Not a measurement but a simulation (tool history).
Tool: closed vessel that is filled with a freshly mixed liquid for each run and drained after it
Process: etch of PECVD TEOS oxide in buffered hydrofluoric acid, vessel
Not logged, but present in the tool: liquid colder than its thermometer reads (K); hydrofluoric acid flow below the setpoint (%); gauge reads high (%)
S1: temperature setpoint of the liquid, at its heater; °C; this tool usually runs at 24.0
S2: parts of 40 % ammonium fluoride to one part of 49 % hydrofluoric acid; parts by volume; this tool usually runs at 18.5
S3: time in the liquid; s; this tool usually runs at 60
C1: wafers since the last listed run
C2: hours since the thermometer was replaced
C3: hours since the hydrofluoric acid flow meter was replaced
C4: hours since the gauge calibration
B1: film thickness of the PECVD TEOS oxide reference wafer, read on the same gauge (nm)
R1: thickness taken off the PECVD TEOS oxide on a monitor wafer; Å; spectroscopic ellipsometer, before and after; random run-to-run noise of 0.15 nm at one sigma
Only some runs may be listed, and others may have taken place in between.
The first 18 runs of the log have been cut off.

run,day,S1,S2,S3,C1,C2,C3,C4,B1,R1
19,10.038,24.0,14.5,70,3957,2155.7,1307.0,78.7,29.99,597.9
20,10.342,29.0,15.0,90,908,2163.0,1314.3,86.0,30.03,970.3
21,11.929,20.5,25.0,60,4741,2201.1,1352.4,124.1,30.00,269.2
# day 12.121: thermometer replaced
22,12.371,29.0,15.0,90,1194,6.0,1363.0,134.7,30.04,967.1
# day 12.525: hydrofluoric acid flow meter replaced
23,13.121,29.0,16.5,75,2115,24.0,14.3,152.7,30.01,804.8
24,13.475,24.0,18.5,35,1057,32.5,22.8,161.2,30.00,256.2
25,14.017,20.0,11.5,70,1617,45.5,35.8,174.2,30.02,653.0
26,14.367,24.0,18.5,60,1045,53.9,44.2,182.6,30.04,439.1
27,14.988,24.0,18.5,35,1854,68.8,59.1,197.5,30.01,257.0
28,15.362,28.5,12.5,50,1119,77.8,68.1,206.5,30.01,683.0

What does the tool deliver on the next run?
29,15.983,25.5,15.0,95,1854,92.7,83.0,221.4,?,?

B1: 29.95
R1: 925.4 Å
Without the tool's hidden state the same run would have given R1 930.3 Å.
